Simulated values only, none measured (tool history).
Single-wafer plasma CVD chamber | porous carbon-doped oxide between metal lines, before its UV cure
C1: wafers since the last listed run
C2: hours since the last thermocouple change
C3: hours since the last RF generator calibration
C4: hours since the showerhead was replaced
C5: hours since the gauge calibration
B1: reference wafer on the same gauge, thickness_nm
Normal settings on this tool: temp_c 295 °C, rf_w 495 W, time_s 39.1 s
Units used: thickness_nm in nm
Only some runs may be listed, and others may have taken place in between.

run 1 hour=0.0 | temp_c=295 rf_w=495 time_s=39.1 | C1=0 C2=2550.9 C3=915.2 C4=5080.1 C5=2129.8 | B1=207.102 | thickness_nm=198.467
run 2 hour=42.3 | temp_c=295 rf_w=495 time_s=39.1 | C1=879 C2=2593.2 C3=957.5 C4=5122.4 C5=2172.1 | B1=206.900 | thickness_nm=197.690
-- hour=52.1 RF generator calibrated
-- hour=60.1 gauge calibrated
run 3 hour=107.8 | temp_c=295 rf_w=495 time_s=39.1 | C1=1195 C2=2658.7 C3=55.7 C4=5187.9 C5=47.7 | B1=206.944 | thickness_nm=198.776
run 4 hour=160.3 | temp_c=295 rf_w=495 time_s=39.1 | C1=1091 C2=2711.2 C3=108.2 C4=5240.4 C5=100.2 | B1=206.863 | thickness_nm=198.723
run 5 hour=224.4 | temp_c=295 rf_w=495 time_s=39.1 | C1=1332 C2=2775.3 C3=172.3 C4=5304.5 C5=164.3 | B1=206.826 | thickness_nm=199.426
run 6 hour=276.5 | temp_c=295 rf_w=495 time_s=39.1 | C1=1083 C2=2827.4 C3=224.4 C4=5356.6 C5=216.4 | B1=206.919 | thickness_nm=197.573
-- hour=286.4 thermocouple changed; heater temperature recalibrated
run 7 hour=327.7 | temp_c=295 rf_w=495 time_s=39.1 | C1=898 C2=41.3 C3=275.6 C4=5407.8 C5=267.6 | B1=207.063 | thickness_nm=196.461
run 8 hour=353.3 | temp_c=295 rf_w=495 time_s=40.8 | C1=532 C2=66.9 C3=301.2 C4=5433.4 C5=293.2 | B1=206.954 | thickness_nm=203.029
run 9 hour=404.6 | temp_c=295 rf_w=495 time_s=40.8 | C1=1066 C2=118.2 C3=352.5 C4=5484.7 C5=344.5 | B1=207.097 | thickness_nm=204.736
run 10 hour=430.8 | temp_c=295 rf_w=495 time_s=39.1 | C1=544 C2=144.4 C3=378.7 C4=5510.9 C5=370.7 | B1=206.947 | thickness_nm=195.857
run 11 hour=498.3 | temp_c=295 rf_w=495 time_s=39.1 | C1=1403 C2=211.9 C3=446.2 C4=5578.4 C5=438.2 | B1=206.780 | thickness_nm=195.390
run 12 hour=526.1 | temp_c=295 rf_w=495 time_s=39.1 | C1=578 C2=239.7 C3=474.0 C4=5606.2 C5=466.0 | B1=206.637 | thickness_nm=193.809
run 13 hour=566.6 | temp_c=303 rf_w=430 time_s=39.1 | C1=842 C2=280.2 C3=514.5 C4=5646.7 C5=506.5 | B1=206.962 | thickness_nm=168.398
run 14 hour=663.7 | temp_c=304 rf_w=450 time_s=32.1 | C1=2018 C2=377.3 C3=611.6 C4=5743.8 C5=603.6 | B1=206.970 | thickness_nm=142.709
run 15 hour=709.1 | temp_c=295 rf_w=495 time_s=39.1 | C1=943 C2=422.7 C3=657.0 C4=5789.2 C5=649.0 | B1=206.803 | thickness_nm=193.392
run 16 hour=764.7 | temp_c=299 rf_w=540 time_s=46.5 | C1=1156 C2=478.3 C3=712.6 C4=5844.8 C5=704.6 | B1=206.908 | thickness_nm=234.708
-- hour=784.2 thermocouple changed; heater temperature recalibrated, repeated, since the last time left the tool worse
run 17 hour=832.0 | temp_c=295 rf_w=495 time_s=39.1 | C1=1232 C2=47.8 C3=779.9 C4=5912.1 C5=771.9 | B1=206.891 | thickness_nm=204.045
run 18 hour=884.0 | temp_c=295 rf_w=495 time_s=46.5 | C1=1081 C2=99.8 C3=831.9 C4=5964.1 C5=823.9 | B1=207.049 | thickness_nm=241.447
run 19 hour=939.1 | temp_c=295 rf_w=495 time_s=36.3 | C1=1145 C2=154.9 C3=887.0 C4=6019.2 C5=879.0 | B1=207.124 | thickness_nm=189.386
run 20 hour=980.7 | temp_c=303 rf_w=495 time_s=39.1 | C1=864 C2=196.5 C3=928.6 C4=6060.8 C5=920.6 | B1=207.144 | thickness_nm=194.609
run 21 hour=1016.0 | temp_c=295 rf_w=495 time_s=35.4 | C1=733 C2=231.8 C3=963.9 C4=6096.1 C5=955.9 | B1=207.105 | thickness_nm=185.210
-- hour=1028.9 showerhead replaced
run 22 hour=1041.5 | temp_c=295 rf_w=495 time_s=39.1 | C1=363 C2=257.3 C3=989.4 C4=12.6 C5=981.4 | B1=207.007 | thickness_nm=203.865
-- hour=1067.8 RF generator calibrated
run 23 hour=1069.0 | temp_c=299 rf_w=445 time_s=39.1 | C1=405 C2=284.8 C3=1.2 C4=40.1 C5=1008.9 | B1=207.068 | thickness_nm=185.999
run 24 hour=1127.2 | temp_c=303 rf_w=560 time_s=41.8 | C1=1210 C2=343.0 C3=59.4 C4=98.3 C5=1067.1 | B1=207.089 | thickness_nm=218.450
run 25 hour=1285.5 | temp_c=295 rf_w=495 time_s=31.5 | C1=3291 C2=501.3 C3=217.7 C4=256.6 C5=1225.4 | B1=207.167 | thickness_nm=163.315
run 26 hour=1316.3 | temp_c=295 rf_w=495 time_s=39.1 | C1=640 C2=532.1 C3=248.5 C4=287.4 C5=1256.2 | B1=207.288 | thickness_nm=200.082
run 27 hour=1365.3 | temp_c=295 rf_w=400 time_s=39.1 | C1=1018 C2=581.1 C3=297.5 C4=336.4 C5=1305.2 | B1=206.876 | thickness_nm=174.434
run 28 hour=1406.2 | temp_c=306 rf_w=565 time_s=39.1 | C1=850 C2=622.0 C3=338.4 C4=377.3 C5=1346.1 | B1=207.177 | thickness_nm=203.604
run 29 hour=1446.7 | temp_c=295 rf_w=495 time_s=39.1 | C1=842 C2=662.5 C3=378.9 C4=417.8 C5=1386.6 | B1=206.972 | thickness_nm=202.039
run 30 hour=1485.9 | temp_c=288 rf_w=405 time_s=39.1 | C1=815 C2=701.7 C3=418.1 C4=457.0 C5=1425.8 | B1=207.150 | thickness_nm=185.271
run 31 hour=1539.6 | temp_c=295 rf_w=450 time_s=39.1 | C1=1116 C2=755.4 C3=471.8 C4=510.7 C5=1479.5 | B1=207.224 | thickness_nm=189.338
run 32 hour=1603.4 | temp_c=283 rf_w=495 time_s=36.0 | C1=1326 C2=819.2 C3=535.6 C4=574.5 C5=1543.3 | B1=207.057 | thickness_nm=201.060
run 33 hour=1646.9 | temp_c=295 rf_w=495 time_s=43.1 | C1=904 C2=862.7 C3=579.1 C4=618.0 C5=1586.8 | B1=207.030 | thickness_nm=221.963
run 34 hour=1685.3 | temp_c=295 rf_w=495 time_s=39.1 | C1=798 C2=901.1 C3=617.5 C4=656.4 C5=1625.2 | B1=206.856 | thickness_nm=200.429

Had the tool no unlogged condition, and each run kept its random variation, what would the results have been?
Hidden state present: wafer temperature above the value expected at the setpoint (K); delivered RF power above the setpoint (%); gauge reads high (%).
run=1 thickness_nm=203.680
run=2 thickness_nm=202.895
run=3 thickness_nm=204.027
run=4 thickness_nm=203.986
run=5 thickness_nm=204.723
run=6 thickness_nm=202.831
run=7 thickness_nm=204.662
run=8 thickness_nm=211.657
run=9 thickness_nm=213.733
run=10 thickness_nm=204.602
run=11 thickness_nm=204.449
run=12 thickness_nm=202.924
run=13 thickness_nm=176.046
run=14 thickness_nm=149.416
run=15 thickness_nm=203.239
run=16 thickness_nm=246.556
run=17 thickness_nm=204.264
run=18 thickness_nm=242.071
run=19 thickness_nm=190.160
run=20 thickness_nm=195.558
run=21 thickness_nm=186.325
run=22 thickness_nm=205.216
run=23 thickness_nm=187.308
run=24 thickness_nm=220.213
run=25 thickness_nm=165.204
run=26 thickness_nm=202.502
run=27 thickness_nm=176.683
run=28 thickness_nm=206.179
run=29 thickness_nm=204.893
run=30 thickness_nm=188.134
run=31 thickness_nm=192.251
run=32 thickness_nm=204.556
run=33 thickness_nm=225.666
run=34 thickness_nm=203.858
